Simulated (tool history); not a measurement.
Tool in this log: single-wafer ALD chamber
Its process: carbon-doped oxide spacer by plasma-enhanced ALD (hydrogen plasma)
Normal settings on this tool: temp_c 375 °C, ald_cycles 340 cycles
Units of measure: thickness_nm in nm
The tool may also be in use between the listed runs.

run	hour	temp_c	ald_cycles	read-back reference wafer on the same gauge, thickness_nm	thickness_nm
1	0.0	375	340	16.790	15.613
2	17.7	375	340	16.792	15.722
3	25.6	375	340	16.795	15.622
4	36.3	375	340	16.805	15.708
5	52.5	375	340	16.803	15.693
6	59.0	375	367	16.806	16.923
7	71.3	375	367	16.809	16.899
8	89.8	375	340	16.804	15.698
9	102.2	375	340	16.799	15.688
10	116.5	375	340	16.808	15.688
11	124.0	375	272	16.794	12.552
12	138.8	369	340	16.789	15.656
# hour 152.4: gauge calibrated
# hour 156.0: thermocouple changed; heater temperature recalibrated
13	163.7	388	340	16.801	15.610
14	177.6	375	293	16.802	13.531
15	192.8	375	340	16.794	15.693
16	203.9	379	310	16.802	14.236
17	213.7	385	367	16.801	16.927
18	229.1	387	375	16.794	17.349
19	239.4	375	371	16.804	17.137
20	252.9	387	375	16.802	17.178
21	261.2	375	340	16.804	15.634

4 options for the next run, each taken on its own from the tool as it stands now. Forecast them:
A	262.1	375	340	?	?
B	262.1	386	360	?	?
C	262.1	375	359	?	?
D	262.1	387	308	?	?

run	read-back reference wafer on the same gauge, thickness_nm	thickness_nm
A	16.801	15.651
B	16.801	16.571
C	16.801	16.525
D	16.801	14.178
Had the tool no hidden state, the same runs would have come out as:
run	thickness_nm
A	15.651
B	16.571
C	16.525
D	14.178

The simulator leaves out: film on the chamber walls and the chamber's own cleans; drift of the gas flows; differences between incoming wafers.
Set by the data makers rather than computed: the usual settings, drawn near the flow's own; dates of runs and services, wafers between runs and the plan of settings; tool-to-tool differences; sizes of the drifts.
